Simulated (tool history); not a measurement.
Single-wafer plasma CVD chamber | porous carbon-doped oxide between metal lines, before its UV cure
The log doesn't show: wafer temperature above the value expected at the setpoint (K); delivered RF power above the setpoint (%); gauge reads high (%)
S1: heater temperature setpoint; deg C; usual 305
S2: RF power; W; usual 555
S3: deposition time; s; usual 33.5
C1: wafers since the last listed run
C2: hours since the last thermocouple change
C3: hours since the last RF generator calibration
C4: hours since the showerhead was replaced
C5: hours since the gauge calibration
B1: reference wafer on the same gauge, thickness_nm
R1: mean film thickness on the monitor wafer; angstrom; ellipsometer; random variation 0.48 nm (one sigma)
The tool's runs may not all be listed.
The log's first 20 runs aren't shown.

run,day,S1,S2,S3,C1,C2,C3,C4,C5,B1,R1
21,23.321,318,555,33.5,709,99.6,239.5,240.9,1131.4,183.134,1724.12
22,24.288,298,505,27.5,489,122.8,262.7,264.1,1154.6,182.975,1420.64
# day 24.854: gauge calibrated
23,25.692,305,580,28.7,711,156.5,296.4,297.8,20.1,182.932,1637.30
24,27.146,305,605,35.9,737,191.4,331.3,332.7,55.0,183.111,2121.16
25,27.875,312,500,30.2,369,208.9,348.8,350.2,72.5,183.033,1438.62
26,28.658,291,615,29.1,397,227.7,367.6,369.0,91.3,182.936,1886.67
27,29.488,305,630,29.6,420,247.6,387.5,388.9,111.2,183.045,1826.96
28,30.575,293,525,40.0,551,273.7,413.6,415.0,137.3,183.075,2177.44
29,32.029,305,580,28.7,737,308.6,448.5,449.9,172.2,182.942,1638.36
30,32.675,316,520,38.7,327,324.1,464.0,465.4,187.7,183.062,1859.45
31,33.567,297,615,37.1,451,345.5,485.4,486.8,209.1,182.906,2298.99
32,34.479,301,600,28.2,462,367.4,507.3,508.7,231.0,183.133,1695.18
33,35.312,305,555,33.5,422,387.4,527.3,528.7,251.0,182.802,1821.77
34,35.900,305,525,30.3,297,401.5,541.4,542.8,265.1,183.001,1560.86
35,36.996,299,640,33.5,555,427.8,567.7,569.1,291.4,182.946,2136.14

3 ways to go on from here, each from the tool as it stands after run 35. What would each give?
A,37.012,301,555,33.5,8,428.2,568.1,569.5,291.8,?,?
B,37.012,305,555,31.1,8,428.2,568.1,569.5,291.8,?,?
C,37.012,295,555,28.6,8,428.2,568.1,569.5,291.8,?,?

run,B1,R1
A,182.908,1861.02
B,182.908,1697.82
C,182.908,1645.38
Without the tool's hidden state the same runs would have given:
run,R1
A,1891.54
B,1725.67
C,1672.37
